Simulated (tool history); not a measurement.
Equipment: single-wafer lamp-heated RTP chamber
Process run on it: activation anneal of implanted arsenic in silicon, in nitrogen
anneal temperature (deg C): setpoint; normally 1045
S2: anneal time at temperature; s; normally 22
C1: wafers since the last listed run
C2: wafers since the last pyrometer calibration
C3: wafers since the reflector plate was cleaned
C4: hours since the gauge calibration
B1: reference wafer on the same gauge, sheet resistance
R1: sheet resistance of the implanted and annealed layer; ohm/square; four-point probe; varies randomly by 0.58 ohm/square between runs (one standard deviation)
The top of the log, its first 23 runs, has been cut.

run 24 hour=553.5 | anneal_temperature_(deg_C)=1045 S2=28 | C1=328 C2=1475 C3=1997 C4=135.4 | B1=191.93 | R1=219.93
run 25 hour=568.3 | anneal_temperature_(deg_C)=1045 S2=22 | C1=177 C2=1652 C3=2174 C4=150.2 | B1=192.11 | R1=222.03
run 26 hour=583.9 | anneal_temperature_(deg_C)=1045 S2=16 | C1=187 C2=1839 C3=2361 C4=165.8 | B1=192.07 | R1=226.07
run 27 hour=607.5 | anneal_temperature_(deg_C)=1045 S2=13 | C1=282 C2=2122 C3=2644 C4=189.4 | B1=191.87 | R1=226.59
run 28 hour=635.9 | anneal_temperature_(deg_C)=1045 S2=22 | C1=340 C2=2462 C3=2985 C4=217.8 | B1=192.06 | R1=221.13
run 29 hour=670.2 | anneal_temperature_(deg_C)=1045 S2=22 | C1=411 C2=2873 C3=3396 C4=252.1 | B1=192.04 | R1=221.56
-- hour=712.1 pyrometer window cleaned and pyrometer calibrated
run 30 hour=712.6 | anneal_temperature_(deg_C)=1072 S2=22 | C1=412 C2=5 C3=3808 C4=294.5 | B1=192.11 | R1=215.91
run 31 hour=727.7 | anneal_temperature_(deg_C)=1019 S2=17 | C1=181 C2=186 C3=3989 C4=309.6 | B1=191.88 | R1=231.05
run 32 hour=759 | anneal_temperature_(deg_C)=1020 S2=17 | C1=375 C2=561 C3=4364 C4=340.9 | B1=191.92 | R1=230.94
run 33 hour=783.4 | anneal_temperature_(deg_C)=1035 S2=31 | C1=292 C2=854 C3=4657 C4=365.3 | B1=192.02 | R1=221.75
run 34 hour=797.3 | anneal_temperature_(deg_C)=1033 S2=32 | C1=166 C2=1021 C3=4823 C4=379.2 | B1=192.06 | R1=221.9
run 35 hour=832.4 | anneal_temperature_(deg_C)=1045 S2=18 | C1=420 C2=1441 C3=5244 C4=414.3 | B1=191.99 | R1=225.09
run 36 hour=852.9 | anneal_temperature_(deg_C)=1054 S2=22 | C1=245 C2=1687 C3=5490 C4=434.8 | B1=191.84 | R1=219.81

Consider 4 possible next runs. They are alternatives, not a sequence: every one starts from the tool as it was left by run 36. What does each give?
run A hour=853.3 | anneal_temperature_(deg_C)=1016 S2=22 | C1=4 C2=1692 C3=5495 C4=435.2 | B1=? | R1=?
run B hour=853.3 | anneal_temperature_(deg_C)=1045 S2=33 | C1=4 C2=1692 C3=5495 C4=435.2 | B1=? | R1=?
run C hour=853.3 | anneal_temperature_(deg_C)=1072 S2=15 | C1=4 C2=1692 C3=5495 C4=435.2 | B1=? | R1=?
run D hour=853.3 | anneal_temperature_(deg_C)=1022 S2=11 | C1=4 C2=1692 C3=5495 C4=435.2 | B1=? | R1=?

run=A B1=192.01 R1=230.29
run=B B1=192.01 R1=218.61
run=C B1=192.01 R1=220.9
run=D B1=192.01 R1=234.83
With no hidden state in the tool, these same runs would have given:
run=A R1=231.59
run=B R1=220.48
run=C R1=222.66
run=D R1=235.8

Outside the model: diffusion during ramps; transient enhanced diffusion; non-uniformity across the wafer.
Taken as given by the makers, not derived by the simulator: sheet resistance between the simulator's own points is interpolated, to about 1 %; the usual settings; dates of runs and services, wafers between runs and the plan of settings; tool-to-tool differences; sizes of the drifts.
